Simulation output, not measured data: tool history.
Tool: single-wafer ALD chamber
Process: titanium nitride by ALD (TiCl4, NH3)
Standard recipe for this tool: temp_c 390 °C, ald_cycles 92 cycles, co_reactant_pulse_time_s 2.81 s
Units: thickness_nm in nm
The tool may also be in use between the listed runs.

run	day	temp_c	ald_cycles	co_reactant_pulse_time_s	read-back reference wafer on the same gauge, thickness_nm	thickness_nm
1	0	379	92	3.23	2.047	2.009
2	0.642	390	92	2.81	2.046	2.011
3	1.088	390	92	2.81	2.043	2.001
4	2.517	390	92	3.47	2.043	2.014
5	2.967	390	92	2.81	2.042	1.994
# day 3.875: thermocouple changed; heater temperature recalibrated
6	3.896	390	100	2.81	2.039	2.173
7	4.25	390	100	2.81	2.041	2.174
# day 4.688: showerhead replaced
8	4.708	390	100	2.81	2.04	2.177
9	4.954	390	92	2.81	2.039	2.008
10	5.596	390	92	2.81	2.038	2.005
11	6.071	390	92	2.81	2.039	2.008
12	6.342	383	74	1.73	2.04	1.563
13	7.088	390	100	2.81	2.038	2.163
14	7.75	386	83	2.81	2.038	1.798
# day 7.829: gauge calibrated
15	8.496	376	108	3.66	2.061	2.39
16	9.021	397	103	3.7	2.059	2.298
17	9.308	390	82	2.21	2.056	1.774
18	9.792	390	100	2.81	2.053	2.184
19	10.275	390	87	2.81	2.054	1.91
20	10.708	390	92	2.81	2.053	2.019
21	11.404	390	84	2.81	2.05	1.837
22	11.854	390	79	2.81	2.048	1.731

Forecast each of these 3 alternatives for the next run:
A	11.879	390	92	2.81	?	?
B	11.879	401	98	2.81	?	?
C	11.879	379	79	2.81	?	?

run	read-back reference wafer on the same gauge, thickness_nm	thickness_nm
A	2.049	2.015
B	2.049	2.162
C	2.049	1.717
Had the tool no hidden state, the same runs would have come out as:
run	thickness_nm
A	2.026
B	2.174
C	1.726
